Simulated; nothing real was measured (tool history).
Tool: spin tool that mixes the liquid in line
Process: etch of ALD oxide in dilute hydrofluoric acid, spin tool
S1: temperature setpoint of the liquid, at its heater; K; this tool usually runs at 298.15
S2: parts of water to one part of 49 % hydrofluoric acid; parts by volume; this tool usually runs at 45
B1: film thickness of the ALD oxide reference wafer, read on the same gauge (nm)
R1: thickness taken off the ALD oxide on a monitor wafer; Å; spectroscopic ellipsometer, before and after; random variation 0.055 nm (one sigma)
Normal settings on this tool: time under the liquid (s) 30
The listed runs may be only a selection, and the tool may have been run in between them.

{"run": 1, "hour": 0.0, "S1": 298.15, "S2": 45, "time under the liquid (s)": 30, "B1": 59.93, "R1": 114.1}
{"run": 2, "hour": 82.3, "S1": 298.15, "S2": 45, "time under the liquid (s)": 30, "B1": 59.95, "R1": 114.7}
{"run": 3, "hour": 166.1, "S1": 298.15, "S2": 45, "time under the liquid (s)": 30, "B1": 60.06, "R1": 114.4}
{"run": 4, "hour": 273.6, "S1": 298.15, "S2": 45, "time under the liquid (s)": 30, "B1": 59.99, "R1": 114.0}
{"run": 5, "hour": 367.9, "S1": 298.15, "S2": 45, "time under the liquid (s)": 30, "B1": 60.05, "R1": 114.8}
{"run": 6, "hour": 424.7, "S1": 298.15, "S2": 40, "time under the liquid (s)": 30, "B1": 59.99, "R1": 130.3}
{"run": 7, "hour": 511.4, "S1": 298.15, "S2": 40, "time under the liquid (s)": 30, "B1": 60.0, "R1": 131.0}
{"run": 8, "hour": 559.4, "S1": 298.15, "S2": 45, "time under the liquid (s)": 30, "B1": 60.0, "R1": 115.1}
{"run": 9, "hour": 660.8, "S1": 298.15, "S2": 45, "time under the liquid (s)": 30, "B1": 60.03, "R1": 115.2}
{"run": 10, "hour": 731.8, "S1": 298.15, "S2": 45, "time under the liquid (s)": 30, "B1": 60.03, "R1": 115.7}
{"run": 11, "hour": 781.9, "S1": 298.15, "S2": 45, "time under the liquid (s)": 30, "B1": 60.01, "R1": 116.0}
{"run": 12, "hour": 838.0, "S1": 298.15, "S2": 45, "time under the liquid (s)": 30, "B1": 59.96, "R1": 116.4}
{"run": 13, "hour": 932.1, "S1": 298.15, "S2": 45, "time under the liquid (s)": 30, "B1": 59.99, "R1": 116.1}
{"hour": 981.5, "done": "gauge calibrated"}
{"hour": 989.8, "done": "thermometer replaced"}
{"run": 14, "hour": 1021.1, "S1": 298.15, "S2": 45, "time under the liquid (s)": 30, "B1": 60.0, "R1": 110.2}
{"run": 15, "hour": 1072.5, "S1": 298.15, "S2": 45, "time under the liquid (s)": 30, "B1": 60.04, "R1": 110.6}

For run 16, what comes out?
{"run": 16, "hour": 1177.3, "S1": 298.15, "S2": 30, "time under the liquid (s)": 30, "B1": "?", "R1": "?"}

Run 16 measured B1 59.99, R1 169.0 Å.
Take away the tool's hidden state, keep the run-to-run variation as it was, and the same run would have given R1 167.9 Å.
